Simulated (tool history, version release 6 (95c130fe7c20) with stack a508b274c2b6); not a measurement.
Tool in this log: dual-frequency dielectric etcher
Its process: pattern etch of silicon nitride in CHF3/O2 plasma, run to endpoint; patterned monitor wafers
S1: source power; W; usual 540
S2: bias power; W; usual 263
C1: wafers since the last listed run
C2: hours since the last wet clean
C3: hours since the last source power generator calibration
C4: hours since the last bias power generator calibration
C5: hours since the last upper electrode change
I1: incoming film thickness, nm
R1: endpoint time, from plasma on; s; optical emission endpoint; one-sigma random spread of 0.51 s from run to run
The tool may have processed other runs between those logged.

| run | hour | S1 | S2 | C1 | C2 | C3 | C4 | C5 | I1 | R1 |
|---|---|---|---|---|---|---|---|---|---|---|
| 1 | 0 | 540 | 263 | 0 | 326.6 | 3690.3 | 4040.6 | 6182.2 | 103.3 | 56.5 |
| 2 | 11.1 | 540 | 263 | 141 | 337.7 | 3701.4 | 4051.7 | 6193.3 | 103.2 | 57 |
| 3 | 27 | 540 | 263 | 201 | 353.6 | 3717.3 | 4067.6 | 6209.2 | 103.6 | 58.2 |
| 4 | 43.6 | 540 | 263 | 210 | 370.2 | 3733.9 | 4084.2 | 6225.8 | 102.9 | 56.2 |
| 5 | 58.5 | 540 | 293 | 189 | 385.1 | 3748.8 | 4099.1 | 6240.7 | 104.9 | 56.4 |
| 6 | 67.5 | 540 | 293 | 114 | 394.1 | 3757.8 | 4108.1 | 6249.7 | 104.4 | 55.7 |
| 7 | 73.7 | 540 | 293 | 78 | 400.3 | 3764 | 4114.3 | 6255.9 | 102.8 | 55.3 |
| 8 | 85.5 | 540 | 263 | 149 | 412.1 | 3775.8 | 4126.1 | 6267.7 | 103.8 | 57.1 |
| 9 | 102.5 | 540 | 221 | 215 | 429.1 | 3792.8 | 4143.1 | 6284.7 | 103.9 | 58.6 |
| 10 | 132.5 | 540 | 221 | 381 | 459.1 | 3822.8 | 4173.1 | 6314.7 | 104.1 | 58.6 |
|  | 141.5 | source power generator calibrated |
| 11 | 145.7 | 540 | 284 | 116 | 472.3 | 4.2 | 4186.3 | 6327.9 | 103.3 | 55.1 |
| 12 | 154.5 | 540 | 263 | 111 | 481.1 | 13 | 4195.1 | 6336.7 | 102.5 | 54.9 |
| 13 | 166.2 | 540 | 263 | 148 | 492.8 | 24.7 | 4206.8 | 6348.4 | 103 | 56.1 |
| 14 | 175.1 | 540 | 263 | 113 | 501.7 | 33.6 | 4215.7 | 6357.3 | 103.4 | 56 |
| 15 | 187.6 | 460 | 263 | 158 | 514.2 | 46.1 | 4228.2 | 6369.8 | 102.6 | 58.2 |
| 16 | 202.6 | 670 | 219 | 190 | 529.2 | 61.1 | 4243.2 | 6384.8 | 102 | 53.8 |
| 17 | 209.9 | 450 | 263 | 92 | 536.5 | 68.4 | 4250.5 | 6392.1 | 103.3 | 57.9 |
| 18 | 218 | 640 | 198 | 102 | 544.6 | 76.5 | 4258.6 | 6400.2 | 102.9 | 55.2 |
|  | 240.6 | bias power generator calibrated |
|  | 244 | upper electrode replaced |
|  | 250.6 | wet clean of the chamber |
| 19 | 251.1 | 540 | 263 | 243 | 0.5 | 109.6 | 10.5 | 7.1 | 103.2 | 59.3 |
| 20 | 251.4 | 540 | 263 | 3 | 0.8 | 109.9 | 10.8 | 7.4 | 102.8 | 58.5 |
| 21 | 287.4 | 540 | 327 | 457 | 36.8 | 145.9 | 46.8 | 43.4 | 103.3 | 56.8 |
| 22 | 304.7 | 540 | 263 | 219 | 54.1 | 163.2 | 64.1 | 60.7 | 103.4 | 58.5 |
| 23 | 321.9 | 540 | 263 | 218 | 71.3 | 180.4 | 81.3 | 77.9 | 102.9 | 58.1 |
| 24 | 333.8 | 540 | 263 | 151 | 83.2 | 192.3 | 93.2 | 89.8 | 102.9 | 58.9 |
| 25 | 344.8 | 540 | 223 | 139 | 94.2 | 203.3 | 104.2 | 100.8 | 103 | 59.3 |
| 26 | 355.6 | 670 | 263 | 137 | 105 | 214.1 | 115 | 111.6 | 104.2 | 55.4 |
| 27 | 370.5 | 540 | 242 | 189 | 119.9 | 229 | 129.9 | 126.5 | 102.9 | 59.1 |
| 28 | 379 | 540 | 294 | 107 | 128.4 | 237.5 | 138.4 | 135 | 103.2 | 56.7 |
| 29 | 393.1 | 540 | 263 | 179 | 142.5 | 251.6 | 152.5 | 149.1 | 102.3 | 57.9 |
| 30 | 406.2 | 590 | 241 | 166 | 155.6 | 264.7 | 165.6 | 162.2 | 104.2 | 57.9 |
| 31 | 415.7 | 670 | 294 | 120 | 165.1 | 274.2 | 175.1 | 171.7 | 104.5 | 54.2 |
| 32 | 422.6 | 500 | 263 | 87 | 172 | 281.1 | 182 | 178.6 | 103.4 | 58.8 |
| 33 | 431.9 | 540 | 215 | 118 | 181.3 | 290.4 | 191.3 | 187.9 | 104.1 | 60.4 |
| 34 | 439.9 | 500 | 221 | 101 | 189.3 | 298.4 | 199.3 | 195.9 | 103.3 | 61.7 |

Below are 5 alternative next runs, each starting from the tool's condition after run 34. Predict each:
| A | 440.3 | 540 | 280 | 5 | 189.7 | 298.8 | 199.7 | 196.3 | 103 | ? |
| B | 440.3 | 540 | 281 | 5 | 189.7 | 298.8 | 199.7 | 196.3 | 103 | ? |
| C | 440.3 | 620 | 218 | 5 | 189.7 | 298.8 | 199.7 | 196.3 | 103 | ? |
| D | 440.3 | 460 | 290 | 5 | 189.7 | 298.8 | 199.7 | 196.3 | 103 | ? |
| E | 440.3 | 430 | 246 | 5 | 189.7 | 298.8 | 199.7 | 196.3 | 103 | ? |

| run | R1 |
|---|---|
| A | 56.3 |
| B | 56.3 |
| C | 56.5 |
| D | 58.4 |
| E | 61.3 |
The same runs, with their run-to-run variation unchanged, on a tool lacking any hidden condition would have given:
| run | R1 |
|---|---|
| A | 57.3 |
| B | 57.3 |
| C | 57.5 |
| D | 59.4 |
| E | 62.3 |

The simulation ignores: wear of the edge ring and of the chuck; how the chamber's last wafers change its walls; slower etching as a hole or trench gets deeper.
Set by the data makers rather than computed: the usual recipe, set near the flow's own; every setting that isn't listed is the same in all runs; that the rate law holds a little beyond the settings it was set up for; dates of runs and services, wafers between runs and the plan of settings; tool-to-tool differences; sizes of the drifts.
